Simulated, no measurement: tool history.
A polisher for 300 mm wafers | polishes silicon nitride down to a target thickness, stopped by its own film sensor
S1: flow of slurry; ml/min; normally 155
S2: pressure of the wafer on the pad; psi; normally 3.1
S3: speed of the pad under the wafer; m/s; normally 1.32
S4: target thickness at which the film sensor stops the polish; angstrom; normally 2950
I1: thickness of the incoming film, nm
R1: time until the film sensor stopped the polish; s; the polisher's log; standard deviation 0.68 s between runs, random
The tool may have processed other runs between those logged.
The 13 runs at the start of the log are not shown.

| run | day | S1 | S2 | S3 | S4 | I1 | R1 |
|---|---|---|---|---|---|---|---|
| 14 | 27.075 | 155 | 3.1 | 1.32 | 2950 | 424.6 | 73.8 |
| 15 | 28.375 | 155 | 3.1 | 1.32 | 2950 | 432.3 | 78.1 |
| 16 | 30.229 | 155 | 3.1 | 1.32 | 2950 | 438.5 | 82.4 |
| 17 | 32.425 | 155 | 3.1 | 1.32 | 2840 | 426.3 | 81.3 |
| 18 | 33.617 | 175 | 3.1 | 1.06 | 3070 | 429.8 | 82.0 |
|  | 34.325 | worn pad replaced by a new one |
| 19 | 36.612 | 155 | 3.1 | 1.32 | 2950 | 433.0 | 79.9 |
|  | 37.908 | slurry nozzle cleaned |
| 20 | 39.192 | 155 | 3.1 | 1.32 | 2950 | 434.7 | 79.0 |
| 21 | 41.717 | 155 | 3.6 | 1.14 | 3290 | 429.0 | 55.1 |
| 22 | 43.375 | 155 | 3.1 | 1.32 | 2950 | 428.4 | 77.3 |
| 23 | 45.683 | 125 | 3.1 | 1.32 | 2950 | 429.0 | 80.6 |
| 24 | 46.929 | 210 | 3.5 | 1.64 | 2950 | 428.9 | 54.3 |
|  | 47.871 | worn pad replaced by a new one |
| 25 | 48.521 | 110 | 3.1 | 1.32 | 3280 | 427.9 | 61.6 |
| 26 | 49.758 | 155 | 2.6 | 1.46 | 2950 | 427.2 | 83.3 |
| 27 | 52.717 | 185 | 2.8 | 1.52 | 2780 | 431.6 | 85.1 |
| 28 | 55.400 | 130 | 3.6 | 0.88 | 2730 | 425.1 | 107.0 |
| 29 | 57.029 | 155 | 3.1 | 1.32 | 2950 | 428.2 | 75.8 |
| 30 | 58.162 | 130 | 3.6 | 0.88 | 2730 | 428.3 | 108.6 |
| 31 | 59.821 | 185 | 2.8 | 1.32 | 2950 | 422.4 | 78.8 |
|  | 61.412 | worn pad replaced by a new one |
|  | 64.483 | slurry nozzle cleaned |
| 32 | 64.771 | 155 | 3.1 | 1.32 | 2950 | 436.4 | 80.7 |
| 33 | 67.629 | 155 | 2.3 | 0.88 | 2950 | 432.2 | 146.9 |
| 34 | 69.175 | 185 | 3.1 | 1.50 | 2950 | 431.1 | 68.2 |
| 35 | 70.542 | 155 | 3.1 | 1.52 | 2950 | 421.4 | 64.9 |
| 36 | 72.112 | 155 | 3.1 | 1.32 | 2950 | 423.7 | 74.2 |

Below are 5 alternative next runs, each starting from the tool's condition after run 36. Predict each:
| A | 72.129 | 155 | 3.1 | 1.32 | 2950 | 431.8 | ? |
| B | 72.129 | 105 | 2.7 | 1.32 | 2690 | 431.8 | ? |
| C | 72.129 | 130 | 3.1 | 1.32 | 2950 | 431.8 | ? |
| D | 72.129 | 185 | 4.0 | 1.64 | 2950 | 431.8 | ? |
| E | 72.129 | 110 | 2.7 | 1.32 | 3140 | 431.8 | ? |

| run | R1 |
|---|---|
| A | 78.0 |
| B | 116.4 |
| C | 80.8 |
| D | 49.4 |
| E | 83.2 |
Take away the tool's hidden state, keep each run's random variation, and the runs would have read:
| run | R1 |
|---|---|
| A | 78.0 |
| B | 116.4 |
| C | 80.8 |
| D | 49.4 |
| E | 83.2 |
